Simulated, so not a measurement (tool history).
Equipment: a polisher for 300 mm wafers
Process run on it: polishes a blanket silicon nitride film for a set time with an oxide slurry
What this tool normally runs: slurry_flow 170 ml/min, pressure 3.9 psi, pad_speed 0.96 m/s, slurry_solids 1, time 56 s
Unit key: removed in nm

run	day	slurry_flow	pressure	pad_speed	slurry_solids	time	wafers since the last listed run	wafers polished on this pad	hours since the slurry nozzle was cleaned	hours since the head pressure was calibrated	hours since the slurry blender was calibrated	hours since the conditioning disc was replaced	incoming thickness of the incoming film, nm	removed
1	0	170	3.9	0.96	1	56	0	2666	189.9	321.2	251.5	415.3	466.9	27.7
# day 1.096: worn pad replaced by a new one
2	1.304	170	3.9	0.96	1	56	232	42	221.2	352.5	282.8	446.6	464.1	27.2
# day 2.167: slurry blender recalibrated
# day 3.321: conditioning disc replaced and pad reconditioned
3	3.771	170	3.9	0.96	1	56	470	512	280.4	411.7	38.5	10.8	460.1	26.8
4	5.462	170	3.9	0.96	0.75	46	346	858	321	452.3	79.1	51.4	461.5	19.9
# day 6.704: head pressure recalibrated
5	7.192	170	3.9	0.96	0.75	46	336	1195	362.5	11.7	120.6	92.9	462.9	20.7
6	8.629	170	3.9	0.96	0.75	46	294	1489	397	46.2	155.1	127.4	469.1	20.6
# day 10.979: slurry nozzle cleaned
7	11.346	170	3.9	0.96	1	56	547	2036	8.8	111.4	220.3	192.6	458.8	29.1
8	13.088	170	5.1	0.96	1	56	356	2393	50.6	153.2	262.1	234.4	469.5	34.4
# day 13.8: worn pad replaced by a new one
9	14.679	170	5	0.96	0.85	56	291	179	88.8	191.4	300.3	272.6	464.2	31.2
# day 14.967: slurry blender recalibrated
10	16.283	170	3.9	0.82	0.75	48	311	490	127.3	229.9	31.6	311.1	467.6	18.8
11	17.475	145	4.5	0.96	1	56	243	734	155.9	258.5	60.2	339.7	460.4	29.3
12	20.179	195	3.9	0.96	0.8	39	553	1287	220.8	323.4	125.1	404.6	456	17.6
13	21.733	170	3.9	1.28	1	65	317	1605	258.1	360.7	162.4	441.9	450.1	38.8
# day 23.267: conditioning disc replaced and pad reconditioned
14	24.712	170	4.9	0.96	1	56	592	2198	329.6	432.2	233.9	34.7	459.7	30.5
# day 25.404: head pressure recalibrated
# day 25.938: worn pad replaced by a new one
15	27.375	170	3.9	0.96	1	56	493	294	393.5	47.3	297.8	98.6	461.4	28
# day 29.196: slurry nozzle cleaned
16	29.892	170	2.5	1.28	1.2	43	506	800	16.7	107.7	358.2	159	460.7	23.5
# day 30.05: slurry blender recalibrated
17	32.862	170	3.9	0.96	1	71	590	1391	88	179	67.5	230.3	451	35.1
18	35.688	120	4.7	0.68	1	74	577	1968	155.8	246.8	135.3	298.1	457.2	28.8

Run 19 is up next; what results do you expect?
# day 37.85: worn pad replaced by a new one
19	38.629	170	3.9	0.68	1	56	567	159	226.4	317.4	205.9	368.7	454.3	?

Run 19 yielded removed 20.8 nm.
Minus the tool's unlogged condition, the same run would have read removed 24.1 nm.
